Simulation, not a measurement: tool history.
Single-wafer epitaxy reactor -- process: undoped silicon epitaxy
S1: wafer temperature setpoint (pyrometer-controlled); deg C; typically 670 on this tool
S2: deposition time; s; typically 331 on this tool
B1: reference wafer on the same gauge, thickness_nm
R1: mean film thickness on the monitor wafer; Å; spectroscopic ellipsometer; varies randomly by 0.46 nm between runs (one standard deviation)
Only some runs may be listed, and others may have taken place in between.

run     day   S1   S2      B1       R1
  1   0.000  670  361  82.137   972.40
  2   1.979  670  361  81.949   956.13
  3   5.750  680  331  82.159  1107.51
  4   9.112  670  331  81.984   873.87
  5  11.429  670  331  82.199   879.67
  6  13.712  670  331  82.083   869.45
  7  18.046  660  331  81.843   676.93
  8  21.912  660  331  82.026   732.12
  9  24.029  670  331  82.153   924.69
 10  25.654  670  331  81.959   926.41
 11  29.312  678  361  82.042  1215.94
 12  32.233  682  308  82.129  1142.12
 13  36.596  670  273  82.052   768.34
 14  39.542  670  331  82.153   922.10
 15  41.217  670  331  82.214   924.48
 16  43.100  670  357  82.117   988.25
 17  44.788  670  386  82.141  1077.42
 18  47.154  670  331  82.227   912.44
 19  52.133  685  287  81.980  1133.92
 20  53.821  685  274  82.222  1084.34
 21  55.475  678  331  82.138  1098.71

Withheld: 2 entries from between the runs. Position of each, and hidden state at the listed run before versus the listed run after:
Runs 7 to 8: pyrometer calibrated (day 20.233)
  wafer temperature above the value expected at the setpoint (K): -2.72 -> 0.199
  measured value less the no-hidden-state value, R1: -46.59 -> +3.55 Å
Runs 9 to 10: gauge calibrated (day 25.512)
  wafer temperature above the value expected at the setpoint (K): 0.196 -> 0.191
  measured value less the no-hidden-state value, R1: +4.29 -> +4.19 Å
